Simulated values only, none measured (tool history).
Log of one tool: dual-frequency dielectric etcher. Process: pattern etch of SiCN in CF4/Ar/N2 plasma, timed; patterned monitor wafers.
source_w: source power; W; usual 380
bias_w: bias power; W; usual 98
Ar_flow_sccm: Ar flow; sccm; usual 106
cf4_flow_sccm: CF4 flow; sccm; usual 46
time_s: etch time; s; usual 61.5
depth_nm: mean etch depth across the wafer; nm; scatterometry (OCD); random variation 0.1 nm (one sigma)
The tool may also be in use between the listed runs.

| run | hour | source_w | bias_w | Ar_flow_sccm | cf4_flow_sccm | time_s | wafers since the last listed run | hours since the last wet clean | hours since the last source power generator calibration | hours since the last bias power generator calibration | hours since the last Ar flow controller change | hours since the last CF4 flow controller change | hours since the last upper electrode change | hours since the gauge calibration | read-back reference wafer on the same gauge, depth_nm | depth_nm |
|---|---|---|---|---|---|---|---|---|---|---|---|---|---|---|---|---|
| 1 | 0.0 | 380 | 113 | 106 | 46 | 66.0 | 0 | 414.5 | 3194.6 | 2256.1 | 4530.0 | 3201.1 | 4170.1 | 1545.6 | 58.16 | 54.73 |
|  | 96.1 | Ar flow controller replaced |
| 2 | 96.6 | 380 | 98 | 106 | 46 | 46.0 | 1015 | 511.1 | 3291.2 | 2352.7 | 0.5 | 3297.7 | 4266.7 | 1642.2 | 58.18 | 36.69 |
| 3 | 135.8 | 380 | 98 | 106 | 52 | 61.5 | 439 | 550.3 | 3330.4 | 2391.9 | 39.7 | 3336.9 | 4305.9 | 1681.4 | 58.17 | 50.10 |
|  | 233.4 | wet clean of the chamber |
| 4 | 233.9 | 380 | 98 | 117 | 46 | 72.0 | 830 | 0.5 | 3428.5 | 2490.0 | 137.8 | 3435.0 | 4404.0 | 1779.5 | 58.24 | 54.59 |
| 5 | 295.0 | 380 | 98 | 122 | 35 | 76.5 | 684 | 61.6 | 3489.6 | 2551.1 | 198.9 | 3496.1 | 4465.1 | 1840.6 | 58.18 | 54.89 |
| 6 | 351.5 | 420 | 98 | 92 | 52 | 61.5 | 633 | 118.1 | 3546.1 | 2607.6 | 255.4 | 3552.6 | 4521.6 | 1897.1 | 58.19 | 55.93 |
| 7 | 458.3 | 380 | 98 | 106 | 46 | 61.5 | 1197 | 224.9 | 3652.9 | 2714.4 | 362.2 | 3659.4 | 4628.4 | 2003.9 | 58.16 | 48.14 |
| 8 | 561.5 | 380 | 98 | 125 | 46 | 55.0 | 1156 | 328.1 | 3756.1 | 2817.6 | 465.4 | 3762.6 | 4731.6 | 2107.1 | 58.17 | 41.56 |
|  | 589.5 | bias power generator calibrated |
|  | 603.7 | upper electrode replaced |
| 9 | 618.3 | 340 | 98 | 106 | 56 | 56.0 | 433 | 384.9 | 3812.9 | 28.8 | 522.2 | 3819.4 | 14.6 | 2163.9 | 58.24 | 40.44 |
|  | 629.5 | CF4 flow controller replaced |
| 10 | 702.9 | 440 | 82 | 106 | 46 | 52.5 | 881 | 469.5 | 3897.5 | 113.4 | 606.8 | 73.4 | 99.2 | 2248.5 | 58.21 | 45.86 |
| 11 | 762.1 | 380 | 98 | 88 | 46 | 54.0 | 663 | 528.7 | 3956.7 | 172.6 | 666.0 | 132.6 | 158.4 | 2307.7 | 58.20 | 44.77 |
| 12 | 852.2 | 380 | 81 | 131 | 46 | 61.5 | 1009 | 618.8 | 4046.8 | 262.7 | 756.1 | 222.7 | 248.5 | 2397.8 | 58.23 | 44.03 |
|  | 913.6 | source power generator calibrated |
|  | 913.8 | wet clean of the chamber |
| 13 | 914.3 | 380 | 98 | 106 | 46 | 61.5 | 648 | 0.5 | 0.7 | 324.8 | 818.2 | 284.8 | 310.6 | 2459.9 | 58.22 | 49.04 |
|  | 916.9 | gauge calibrated |
| 14 | 996.3 | 380 | 84 | 106 | 53 | 61.5 | 919 | 82.5 | 82.7 | 406.8 | 900.2 | 366.8 | 392.6 | 79.4 | 58.19 | 48.16 |
| 15 | 1095.9 | 480 | 79 | 94 | 39 | 61.5 | 1116 | 182.1 | 182.3 | 506.4 | 999.8 | 466.4 | 492.2 | 179.0 | 58.21 | 58.77 |
| 16 | 1175.6 | 380 | 98 | 123 | 46 | 61.5 | 893 | 261.8 | 262.0 | 586.1 | 1079.5 | 546.1 | 571.9 | 258.7 | 58.25 | 48.02 |
| 17 | 1281.5 | 380 | 98 | 97 | 46 | 45.0 | 1187 | 367.7 | 367.9 | 692.0 | 1185.4 | 652.0 | 677.8 | 364.6 | 58.17 | 37.21 |
| 18 | 1342.0 | 380 | 98 | 106 | 46 | 61.5 | 678 | 428.2 | 428.4 | 752.5 | 1245.9 | 712.5 | 738.3 | 425.1 | 58.18 | 49.61 |
| 19 | 1390.7 | 380 | 98 | 120 | 46 | 61.5 | 545 | 476.9 | 477.1 | 801.2 | 1294.6 | 761.2 | 787.0 | 473.8 | 58.14 | 48.61 |
| 20 | 1495.4 | 430 | 76 | 90 | 46 | 80.0 | 1173 | 581.6 | 581.8 | 905.9 | 1399.3 | 865.9 | 891.7 | 578.5 | 58.25 | 71.96 |
| 21 | 1589.7 | 380 | 98 | 113 | 51 | 73.5 | 1057 | 675.9 | 676.1 | 1000.2 | 1493.6 | 960.2 | 986.0 | 672.8 | 58.22 | 60.22 |

4 ways to go on from here, each from the tool as it stands after run 21. What would each give?
| A | 1590.1 | 340 | 98 | 106 | 46 | 61.5 | 4 | 676.3 | 676.5 | 1000.6 | 1494.0 | 960.6 | 986.4 | 673.2 | ? | ? |
| B | 1590.1 | 410 | 98 | 106 | 46 | 61.5 | 4 | 676.3 | 676.5 | 1000.6 | 1494.0 | 960.6 | 986.4 | 673.2 | ? | ? |
| C | 1590.1 | 460 | 113 | 106 | 37 | 43.0 | 4 | 676.3 | 676.5 | 1000.6 | 1494.0 | 960.6 | 986.4 | 673.2 | ? | ? |
| D | 1590.1 | 430 | 98 | 106 | 46 | 61.5 | 4 | 676.3 | 676.5 | 1000.6 | 1494.0 | 960.6 | 986.4 | 673.2 | ? | ? |

| run | read-back reference wafer on the same gauge, depth_nm | depth_nm |
|---|---|---|
| A | 58.18 | 44.72 |
| B | 58.18 | 54.34 |
| C | 58.18 | 42.84 |
| D | 58.18 | 57.04 |
Without the tool's hidden state the same runs would have given:
| run | depth_nm |
|---|---|
| A | 43.22 |
| B | 52.52 |
| C | 41.40 |
| D | 55.13 |
